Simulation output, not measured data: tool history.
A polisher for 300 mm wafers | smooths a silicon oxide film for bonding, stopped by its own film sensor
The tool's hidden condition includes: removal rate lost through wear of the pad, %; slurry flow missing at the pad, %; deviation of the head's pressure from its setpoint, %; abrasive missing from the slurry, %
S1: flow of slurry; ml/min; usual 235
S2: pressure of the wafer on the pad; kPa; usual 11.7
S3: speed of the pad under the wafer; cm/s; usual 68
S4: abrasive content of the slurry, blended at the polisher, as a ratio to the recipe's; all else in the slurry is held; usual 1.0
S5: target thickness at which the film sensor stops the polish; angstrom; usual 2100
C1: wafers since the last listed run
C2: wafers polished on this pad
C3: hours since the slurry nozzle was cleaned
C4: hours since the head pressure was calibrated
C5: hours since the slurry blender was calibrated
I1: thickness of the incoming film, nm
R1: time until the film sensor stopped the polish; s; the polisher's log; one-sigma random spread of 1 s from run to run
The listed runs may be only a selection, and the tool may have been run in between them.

run   hour   S1    S2  S3   S4    S5   C1   C2     C3      C4     C5     I1     R1
  1    0.0  235  11.7  56  1.0  2100    0  595  458.0  1250.6  289.3  243.9  117.9
  2   25.5  235  11.7  56  1.0  2100  202  798  483.5  1276.1  314.8  242.0  113.9
      33.1  -- worn pad replaced by a new one
  3   58.4  235  11.7  68  1.0  2100  229  201  516.4  1309.0  347.7  237.3   81.8
  4   71.5  260   8.3  68  1.0  2100  104  305  529.5  1322.1  360.8  240.2  119.5
  5   86.0  260   8.3  68  1.0  2100  115  420  544.0  1336.6  375.3  242.4  127.9
     129.6  -- slurry nozzle cleaned
     132.2  -- worn pad replaced by a new one
     179.5  -- slurry blender recalibrated
  6  183.4  235  11.7  68  1.0  2100  728  390   53.8  1434.0    3.9  238.2   79.4
  7  214.6  235  11.7  68  1.0  2100  247  638   85.0  1465.2   35.1  236.3   78.2
     235.7  -- worn pad replaced by a new one
  8  236.2  255  13.1  78  1.0  2100  139    3  106.6  1486.8   56.7  239.5   64.1
  9  250.9  235   9.0  68  1.0  2040  116  120  121.3  1501.5   71.4  238.8  114.7
 10  279.2  235  11.7  56  1.0  2100  224  345  149.6  1529.8   99.7  236.9   87.9
 11  302.4  195  11.7  68  1.0  2100  184  529  172.8  1553.0  122.9  243.8  102.6
     314.6  -- head pressure recalibrated
 12  319.6  235  11.7  68  1.0  2050  120  650  190.0     5.0  140.1  240.9  108.2
     328.5  -- worn pad replaced by a new one
 13  355.5  190  14.5  58  0.7  2100  253  214  225.9    40.9  176.0  235.7   87.3
 14  378.8  175  11.7  76  1.1  2100  184  399  249.2    64.2  199.3  239.2   82.4
 15  406.5  235  11.7  68  1.0  2100  219  619  276.9    91.9  227.0  244.0  107.5

Here are 3 independent what-if runs from the current tool condition. What would each one return?
  A  406.9  235  11.7  68  1.0  2030   3  622  277.3  92.3  227.4  238.7   ?
  B  406.9  200   8.3  68  1.0  2100   3  622  277.3  92.3  227.4  238.7   ?
  C  406.9  235  11.7  86  1.0  2100   3  622  277.3  92.3  227.4  238.7   ?

run     R1
  A  109.9
  B  115.1
  C   76.1
With the hidden condition removed and each run's random variation left untouched, the same runs would have given:
run    R1
  A  91.0
  B  95.3
  C  63.1
